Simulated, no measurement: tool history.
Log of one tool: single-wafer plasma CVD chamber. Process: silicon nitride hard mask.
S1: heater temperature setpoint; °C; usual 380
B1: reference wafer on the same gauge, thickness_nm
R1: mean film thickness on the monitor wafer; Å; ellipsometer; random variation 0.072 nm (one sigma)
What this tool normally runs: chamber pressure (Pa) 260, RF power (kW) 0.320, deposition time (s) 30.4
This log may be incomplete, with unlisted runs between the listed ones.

run 1 day=0.000 | S1=380 chamber_pressure_(Pa)=260 RF_power_(kW)=0.320 deposition_time_(s)=30.4 | B1=32.785 | R1=344.56
run 2 day=3.867 | S1=380 chamber_pressure_(Pa)=260 RF_power_(kW)=0.320 deposition_time_(s)=30.4 | B1=32.805 | R1=344.76
run 3 day=5.121 | S1=380 chamber_pressure_(Pa)=260 RF_power_(kW)=0.320 deposition_time_(s)=30.4 | B1=32.782 | R1=345.21
-- day=5.500 gauge calibrated
run 4 day=5.788 | S1=380 chamber_pressure_(Pa)=260 RF_power_(kW)=0.320 deposition_time_(s)=30.4 | B1=32.794 | R1=344.44
run 5 day=7.108 | S1=380 chamber_pressure_(Pa)=260 RF_power_(kW)=0.320 deposition_time_(s)=30.4 | B1=32.805 | R1=342.95
run 6 day=7.804 | S1=380 chamber_pressure_(Pa)=260 RF_power_(kW)=0.320 deposition_time_(s)=30.4 | B1=32.785 | R1=343.14
run 7 day=8.333 | S1=380 chamber_pressure_(Pa)=236 RF_power_(kW)=0.320 deposition_time_(s)=30.4 | B1=32.802 | R1=334.46
run 8 day=8.879 | S1=380 chamber_pressure_(Pa)=236 RF_power_(kW)=0.320 deposition_time_(s)=30.4 | B1=32.790 | R1=337.05
run 9 day=10.067 | S1=380 chamber_pressure_(Pa)=236 RF_power_(kW)=0.320 deposition_time_(s)=30.4 | B1=32.787 | R1=336.55
run 10 day=11.375 | S1=380 chamber_pressure_(Pa)=260 RF_power_(kW)=0.320 deposition_time_(s)=30.4 | B1=32.796 | R1=343.01
run 11 day=12.667 | S1=380 chamber_pressure_(Pa)=260 RF_power_(kW)=0.320 deposition_time_(s)=30.4 | B1=32.812 | R1=342.25
-- day=13.412 capacitance manometer re-zeroed and calibrated
run 12 day=13.433 | S1=380 chamber_pressure_(Pa)=260 RF_power_(kW)=0.320 deposition_time_(s)=30.4 | B1=32.795 | R1=336.13
run 13 day=14.608 | S1=380 chamber_pressure_(Pa)=260 RF_power_(kW)=0.350 deposition_time_(s)=30.4 | B1=32.789 | R1=355.64
run 14 day=15.550 | S1=380 chamber_pressure_(Pa)=215 RF_power_(kW)=0.320 deposition_time_(s)=34.6 | B1=32.803 | R1=365.26
-- day=17.979 showerhead replaced
-- day=18.679 RF generator calibrated
run 15 day=19.846 | S1=380 chamber_pressure_(Pa)=260 RF_power_(kW)=0.320 deposition_time_(s)=30.4 | B1=32.806 | R1=350.14
run 16 day=20.458 | S1=380 chamber_pressure_(Pa)=321 RF_power_(kW)=0.320 deposition_time_(s)=30.4 | B1=32.779 | R1=366.02
run 17 day=21.888 | S1=380 chamber_pressure_(Pa)=260 RF_power_(kW)=0.280 deposition_time_(s)=32.6 | B1=32.805 | R1=346.07
run 18 day=22.758 | S1=380 chamber_pressure_(Pa)=228 RF_power_(kW)=0.305 deposition_time_(s)=30.4 | B1=32.806 | R1=329.09
run 19 day=23.908 | S1=380 chamber_pressure_(Pa)=260 RF_power_(kW)=0.320 deposition_time_(s)=30.4 | B1=32.818 | R1=350.63
-- day=24.862 gauge calibrated
run 20 day=25.112 | S1=380 chamber_pressure_(Pa)=260 RF_power_(kW)=0.320 deposition_time_(s)=30.4 | B1=32.815 | R1=350.10
-- day=25.862 thermocouple changed; heater temperature recalibrated
run 21 day=26.125 | S1=380 chamber_pressure_(Pa)=203 RF_power_(kW)=0.350 deposition_time_(s)=32.4 | B1=32.792 | R1=372.19
run 22 day=27.242 | S1=380 chamber_pressure_(Pa)=260 RF_power_(kW)=0.370 deposition_time_(s)=30.4 | B1=32.823 | R1=383.15
run 23 day=29.271 | S1=380 chamber_pressure_(Pa)=213 RF_power_(kW)=0.285 deposition_time_(s)=30.4 | B1=32.778 | R1=311.83
run 24 day=30.100 | S1=368 chamber_pressure_(Pa)=301 RF_power_(kW)=0.380 deposition_time_(s)=26.9 | B1=32.793 | R1=357.28
run 25 day=31.004 | S1=385 chamber_pressure_(Pa)=293 RF_power_(kW)=0.265 deposition_time_(s)=30.4 | B1=32.794 | R1=319.26
run 26 day=32.367 | S1=380 chamber_pressure_(Pa)=260 RF_power_(kW)=0.320 deposition_time_(s)=30.4 | B1=32.772 | R1=349.80

Predict each of these 4 candidate next runs independently; none follows another, all start after run 26:
run A day=32.383 | S1=380 chamber_pressure_(Pa)=260 RF_power_(kW)=0.320 deposition_time_(s)=30.4 | B1=? | R1=?
run B day=32.383 | S1=388 chamber_pressure_(Pa)=201 RF_power_(kW)=0.380 deposition_time_(s)=30.4 | B1=? | R1=?
run C day=32.383 | S1=376 chamber_pressure_(Pa)=241 RF_power_(kW)=0.320 deposition_time_(s)=30.4 | B1=? | R1=?
run D day=32.383 | S1=380 chamber_pressure_(Pa)=233 RF_power_(kW)=0.285 deposition_time_(s)=26.5 | B1=? | R1=?

run=A B1=32.824 R1=350.59
run=B B1=32.824 R1=363.66
run=C B1=32.824 R1=345.12
run=D B1=32.824 R1=277.48
With no hidden state in the tool, these same runs would have given:
run=A R1=350.08
run=B R1=362.50
run=C R1=344.33
run=D R1=276.92

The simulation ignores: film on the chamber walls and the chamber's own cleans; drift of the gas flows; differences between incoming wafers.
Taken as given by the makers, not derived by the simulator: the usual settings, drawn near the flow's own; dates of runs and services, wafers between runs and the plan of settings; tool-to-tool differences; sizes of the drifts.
